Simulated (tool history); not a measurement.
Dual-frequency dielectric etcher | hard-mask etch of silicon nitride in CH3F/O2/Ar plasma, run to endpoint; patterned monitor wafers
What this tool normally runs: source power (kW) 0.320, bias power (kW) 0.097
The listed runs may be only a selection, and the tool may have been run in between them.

run	hour	source power (kW)	bias power (kW)	incoming incoming film thickness, nm	endpoint time (s)
1	0.0	0.320	0.097	48.14	75.3
2	15.3	0.320	0.097	48.04	74.2
# hour 66.4: wet clean of the chamber
# hour 85.0: upper electrode replaced
3	85.5	0.320	0.097	48.11	73.2
4	85.9	0.320	0.097	47.25	70.8
5	103.1	0.320	0.097	47.71	72.1
# hour 127.6: source power generator calibrated
6	133.2	0.320	0.097	48.25	73.0
7	159.9	0.320	0.097	48.36	74.2
8	178.1	0.320	0.097	48.02	72.7
9	191.7	0.320	0.097	47.63	71.3
# hour 213.2: bias power generator calibrated
10	223.5	0.370	0.114	48.09	63.2
11	243.3	0.370	0.114	47.95	62.1
12	263.8	0.350	0.084	47.96	75.5
13	276.3	0.360	0.089	48.12	72.3
# hour 306.8: wet clean of the chamber, repeated, since the last time left the tool worse
14	307.3	0.320	0.097	47.98	76.7
15	336.7	0.280	0.075	47.91	94.3
16	361.5	0.270	0.097	47.47	81.0
17	391.0	0.320	0.117	47.76	68.6
18	410.5	0.380	0.106	47.77	67.3
19	426.6	0.320	0.097	47.90	76.7
20	447.6	0.320	0.097	47.73	76.0
21	463.3	0.250	0.119	47.65	74.5
22	496.3	0.320	0.097	47.92	76.3
23	509.9	0.340	0.105	48.27	70.8
24	528.5	0.250	0.097	47.77	84.3
25	559.4	0.320	0.085	48.29	82.1
26	594.7	0.370	0.091	47.83	72.9
27	618.3	0.320	0.119	47.83	66.9
28	642.7	0.370	0.113	48.33	64.5
29	656.3	0.350	0.118	47.51	64.2
# hour 690.2: wet clean of the chamber
30	690.7	0.320	0.097	48.34	77.4
31	691.0	0.240	0.110	47.84	80.1
32	704.5	0.320	0.109	47.53	71.6
33	721.3	0.320	0.121	48.04	68.4
34	740.8	0.320	0.097	47.75	76.3
35	806.9	0.320	0.089	48.10	79.3

List, for all runs, the conditions of the tool that the log does not record:
source power that arrives over what is set, %: 0, the same for each run
bias power that arrives over what is set, %: 0, the same for each run
H1: etch rate over this chamber's usual, %
run	H1
1	2.34
2	2.44
3	5.43
4	5.44
5	5.55
6	5.76
7	5.94
8	6.06
9	6.15
10	6.37
11	6.5
12	6.64
13	6.73
14	-0.0605
15	0.139
16	0.307
17	0.507
18	0.639
19	0.748
20	0.89
21	0.996
22	1.22
23	1.31
24	1.44
25	1.65
26	1.89
27	2.05
28	2.21
29	2.3
30	-0.251
31	-0.249
32	-0.158
33	-0.0441
34	0.088
35	0.536
